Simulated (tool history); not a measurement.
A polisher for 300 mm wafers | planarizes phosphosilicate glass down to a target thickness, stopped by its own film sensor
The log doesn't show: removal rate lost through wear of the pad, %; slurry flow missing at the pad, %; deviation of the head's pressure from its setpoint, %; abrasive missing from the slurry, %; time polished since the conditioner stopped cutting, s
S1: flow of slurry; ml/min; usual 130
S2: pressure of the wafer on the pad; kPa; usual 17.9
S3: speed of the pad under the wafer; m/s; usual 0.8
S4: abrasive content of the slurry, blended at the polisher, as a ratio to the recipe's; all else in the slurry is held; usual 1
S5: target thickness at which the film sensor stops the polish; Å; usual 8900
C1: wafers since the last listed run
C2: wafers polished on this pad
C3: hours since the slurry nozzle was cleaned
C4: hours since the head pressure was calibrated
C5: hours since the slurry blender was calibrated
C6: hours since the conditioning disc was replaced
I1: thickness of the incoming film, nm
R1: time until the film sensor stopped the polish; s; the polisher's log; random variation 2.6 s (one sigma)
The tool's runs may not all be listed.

run 1 hour=0 | S1=130 S2=17.9 S3=0.96 S4=1 S5=10280 | C1=0 C2=1814 C3=3.3 C4=203.9 C5=109 C6=132.7 | I1=1533.2 | R1=84.3
run 2 hour=142.5 | S1=130 S2=17.9 S3=0.6 S4=1 S5=8900 | C1=917 C2=2731 C3=145.8 C4=346.4 C5=251.5 C6=275.2 | I1=1549.6 | R1=165.7
-- hour=213.2 worn pad replaced by a new one
-- hour=271.8 conditioning disc replaced and pad reconditioned
run 3 hour=284.6 | S1=130 S2=15.2 S3=0.8 S4=1 S5=9520 | C1=876 C2=446 C3=287.9 C4=488.5 C5=393.6 C6=12.8 | I1=1546.2 | R1=135.8
-- hour=290.8 slurry blender recalibrated
run 4 hour=335.6 | S1=130 S2=17.9 S3=0.8 S4=1 S5=8900 | C1=315 C2=762 C3=338.9 C4=539.5 C5=44.8 C6=63.8 | I1=1542.8 | R1=132.3
run 5 hour=376.8 | S1=140 S2=15.2 S3=0.8 S4=0.8 S5=8900 | C1=265 C2=1027 C3=380.1 C4=580.7 C5=86 C6=105 | I1=1531.4 | R1=168.3
run 6 hour=436.6 | S1=110 S2=20 S3=0.8 S4=1 S5=9490 | C1=385 C2=1412 C3=439.9 C4=640.5 C5=145.8 C6=164.8 | I1=1537.5 | R1=108
-- hour=458.6 slurry nozzle cleaned
run 7 hour=481.8 | S1=130 S2=22.1 S3=0.8 S4=1 S5=8900 | C1=284 C2=1697 C3=23.2 C4=685.7 C5=191 C6=210 | I1=1541.7 | R1=94
-- hour=488.5 head pressure recalibrated
run 8 hour=526.6 | S1=130 S2=17.9 S3=0.94 S4=0.9 S5=8900 | C1=275 C2=1972 C3=68 C4=38.1 C5=235.8 C6=254.8 | I1=1574.1 | R1=131.1
run 9 hour=592 | S1=130 S2=17.9 S3=0.8 S4=1 S5=10360 | C1=421 C2=2394 C3=133.4 C4=103.5 C5=301.2 C6=320.2 | I1=1546.6 | R1=104.5
run 10 hour=633.1 | S1=90 S2=17.9 S3=0.8 S4=1 S5=6910 | C1=264 C2=2658 C3=174.5 C4=144.6 C5=342.3 C6=361.3 | I1=1548.1 | R1=191
run 11 hour=661.1 | S1=130 S2=17.9 S3=0.8 S4=1 S5=8900 | C1=180 C2=2839 C3=202.5 C4=172.6 C5=370.3 C6=389.3 | I1=1528.1 | R1=133.6
-- hour=684.8 worn pad replaced by a new one
run 12 hour=705.8 | S1=130 S2=17.9 S3=0.8 S4=1 S5=8900 | C1=262 C2=135 C3=247.2 C4=217.3 C5=415 C6=434 | I1=1555 | R1=137.8
-- hour=732.9 slurry blender recalibrated
-- hour=753.7 conditioning disc replaced and pad reconditioned
run 13 hour=769.1 | S1=130 S2=17.9 S3=0.8 S4=1 S5=8900 | C1=381 C2=517 C3=310.5 C4=280.6 C5=36.2 C6=15.4 | I1=1520.6 | R1=130
run 14 hour=798.7 | S1=130 S2=17.9 S3=0.8 S4=1 S5=8900 | C1=190 C2=707 C3=340.1 C4=310.2 C5=65.8 C6=45 | I1=1527.5 | R1=134.5
run 15 hour=852.2 | S1=100 S2=17.9 S3=0.6 S4=1 S5=8900 | C1=344 C2=1052 C3=393.6 C4=363.7 C5=119.3 C6=98.5 | I1=1525.9 | R1=173
run 16 hour=890.1 | S1=130 S2=17.9 S3=0.8 S4=1 S5=8900 | C1=244 C2=1296 C3=431.5 C4=401.6 C5=157.2 C6=136.4 | I1=1527 | R1=130.7
-- hour=938.3 slurry nozzle cleaned
run 17 hour=958.7 | S1=130 S2=17.9 S3=0.54 S4=1 S5=9750 | C1=435 C2=1731 C3=20.4 C4=470.2 C5=225.8 C6=205 | I1=1515.7 | R1=130.4
run 18 hour=1002.6 | S1=170 S2=17.9 S3=0.8 S4=1 S5=8900 | C1=282 C2=2014 C3=64.3 C4=514.1 C5=269.7 C6=248.9 | I1=1526.2 | R1=115.9
run 19 hour=1061.2 | S1=160 S2=13.1 S3=0.58 S4=1 S5=10510 | C1=377 C2=2391 C3=122.9 C4=572.7 C5=328.3 C6=307.5 | I1=1528.8 | R1=150.3
run 20 hour=1124.3 | S1=95 S2=16.5 S3=0.88 S4=1 S5=9780 | C1=406 C2=2798 C3=186 C4=635.8 C5=391.4 C6=370.6 | I1=1551.7 | R1=119.2
-- hour=1134.2 worn pad replaced by a new one
-- hour=1175.4 slurry blender recalibrated
run 21 hour=1192 | S1=130 S2=17.9 S3=0.8 S4=1 S5=8900 | C1=397 C2=359 C3=253.7 C4=703.5 C5=16.6 C6=438.3 | I1=1529.1 | R1=122.7
run 22 hour=1237.2 | S1=130 S2=21.4 S3=0.8 S4=0.9 S5=8900 | C1=291 C2=650 C3=298.9 C4=748.7 C5=61.8 C6=483.5 | I1=1544.3 | R1=108.8
-- hour=1245.8 conditioning disc replaced and pad reconditioned
run 23 hour=1272.6 | S1=130 S2=13.1 S3=0.8 S4=1 S5=6930 | C1=215 C2=865 C3=334.3 C4=784.1 C5=97.2 C6=26.8 | I1=1540.6 | R1=217.1
run 24 hour=1337.9 | S1=175 S2=15.2 S3=1.02 S4=1 S5=6690 | C1=420 C2=1286 C3=399.6 C4=849.4 C5=162.5 C6=92.1 | I1=1522.2 | R1=149.8

Forecast each of these 5 alternatives for the next run:
run A hour=1338.4 | S1=130 S2=17.9 S3=0.8 S4=1 S5=8900 | C1=3 C2=1289 C3=400.1 C4=849.9 C5=163 C6=92.6 | I1=1517.4 | R1=?
run B hour=1338.4 | S1=130 S2=17.9 S3=0.88 S4=1 S5=8900 | C1=3 C2=1289 C3=400.1 C4=849.9 C5=163 C6=92.6 | I1=1517.4 | R1=?
run C hour=1338.4 | S1=110 S2=22.1 S3=0.8 S4=0.85 S5=7940 | C1=3 C2=1289 C3=400.1 C4=849.9 C5=163 C6=92.6 | I1=1517.4 | R1=?
run D hour=1338.4 | S1=130 S2=17.9 S3=0.62 S4=1 S5=6630 | C1=3 C2=1289 C3=400.1 C4=849.9 C5=163 C6=92.6 | I1=1517.4 | R1=?
run E hour=1338.4 | S1=130 S2=22.8 S3=0.8 S4=1 S5=8900 | C1=3 C2=1289 C3=400.1 C4=849.9 C5=163 C6=92.6 | I1=1517.4 | R1=?

run=A R1=124.8
run=B R1=115.6
run=C R1=130.5
run=D R1=208.3
run=E R1=98.3
Without the tool's hidden state the same runs would have given:
run=A R1=130.3
run=B R1=120.7
run=C R1=134.9
run=D R1=217.6
run=E R1=102.6
